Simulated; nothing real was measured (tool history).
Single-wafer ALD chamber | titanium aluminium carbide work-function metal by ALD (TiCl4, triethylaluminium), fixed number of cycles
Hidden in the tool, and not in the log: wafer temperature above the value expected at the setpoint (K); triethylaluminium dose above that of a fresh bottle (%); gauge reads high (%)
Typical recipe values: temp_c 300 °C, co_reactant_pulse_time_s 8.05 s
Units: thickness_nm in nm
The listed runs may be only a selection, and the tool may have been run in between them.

run	day	temp_c	co_reactant_pulse_time_s	wafers since the last listed run	hours since the last thermocouple change	hours since the last triethylaluminium bottle change	hours since the showerhead was replaced	hours since the gauge calibration	read-back reference wafer on the same gauge, thickness_nm	thickness_nm
1	0	290	6.38	0	1252	1328	3068.7	181.3	1.98	1.797
2	0.721	290	6.38	156	1269.3	1345.3	3086	198.6	1.98	1.802
3	2.038	290	6.38	285	1300.9	1376.9	3117.6	230.2	1.98	1.808
4	2.721	290	10.07	148	1317.3	1393.3	3134	246.6	1.979	1.94
# day 3.058: showerhead replaced
5	3.875	290	10.07	177	1345	1421	19.6	274.3	1.98	1.938
6	5.017	300	6.45	247	1372.4	1448.4	47	301.7	1.979	1.907
7	6.271	300	8.05	271	1402.5	1478.5	77.1	331.8	1.98	1.98
8	7.054	300	8.05	169	1421.3	1497.3	95.9	350.6	1.981	1.985
# day 7.479: triethylaluminium bottle replaced
9	7.858	295	8.05	102	1440.6	9.1	115.2	369.9	1.981	1.92
10	8.938	295	8.05	233	1466.5	35	141.1	395.8	1.98	1.937
11	10.283	300	8.05	291	1498.8	67.3	173.4	428.1	1.981	1.985
12	11.412	294	5.37	244	1525.9	94.4	200.5	455.2	1.981	1.783
13	11.988	300	8.05	124	1539.7	108.2	214.3	469	1.981	1.976
# day 12.3: gauge calibrated
14	13.029	308	8.05	225	1564.7	133.2	239.3	17.5	1.98	2.063
# day 14.033: thermocouple changed; heater temperature recalibrated
15	14.054	300	6.28	149	0.5	157.8	263.9	42.1	1.981	1.823
16	15.15	290	5.66	237	26.8	184.1	290.2	68.4	1.98	1.705
17	16.362	287	8.05	262	55.9	213.2	319.3	97.5	1.982	1.803
18	17.379	313	8.05	220	80.3	237.6	343.7	121.9	1.98	2.04
19	17.888	300	5.79	110	92.5	249.8	355.9	134.1	1.98	1.805
20	18.683	289	8.05	172	111.6	268.9	375	153.2	1.979	1.816
21	19.604	290	10.07	199	133.7	291	397.1	175.3	1.98	1.877
22	20.971	306	5.11	296	166.5	323.8	429.9	208.1	1.979	1.806
23	21.908	294	10.85	203	189	346.3	452.4	230.6	1.981	1.929
24	22.667	313	7.22	164	207.2	364.5	470.6	248.8	1.981	2.001
25	23.258	296	8.05	128	221.4	378.7	484.8	263	1.98	1.883
26	24.442	300	8.05	256	249.8	407.1	513.2	291.4	1.979	1.919
27	25.379	300	8.05	203	272.3	429.6	535.7	313.9	1.98	1.92
28	26.517	289	9.21	246	299.6	456.9	563	341.2	1.979	1.851
29	27.467	307	5.06	205	322.4	479.7	585.8	364	1.98	1.817
30	28.238	306	6.28	167	340.9	498.2	604.3	382.5	1.98	1.892
31	29.283	300	6.14	226	366	523.3	629.4	407.6	1.981	1.827
32	31.304	285	6.56	437	414.5	571.8	677.9	456.1	1.98	1.724

Consider 5 possible next runs. They are alternatives, not a sequence: every one starts from the tool as it was left by run 32. What does each give?
A	31.321	300	8.05	3	414.9	572.2	678.3	456.5	?	?
B	31.321	286	6.42	3	414.9	572.2	678.3	456.5	?	?
C	31.321	309	10.69	3	414.9	572.2	678.3	456.5	?	?
D	31.321	300	5.68	3	414.9	572.2	678.3	456.5	?	?
E	31.321	300	5.54	3	414.9	572.2	678.3	456.5	?	?

run	read-back reference wafer on the same gauge, thickness_nm	thickness_nm
A	1.98	1.926
B	1.98	1.724
C	1.98	2.082
D	1.98	1.804
E	1.98	1.794
The same runs, with their run-to-run variation unchanged, on a tool lacking any hidden condition would have given:
run	thickness_nm
A	1.916
B	1.714
C	2.071
D	1.794
E	1.784
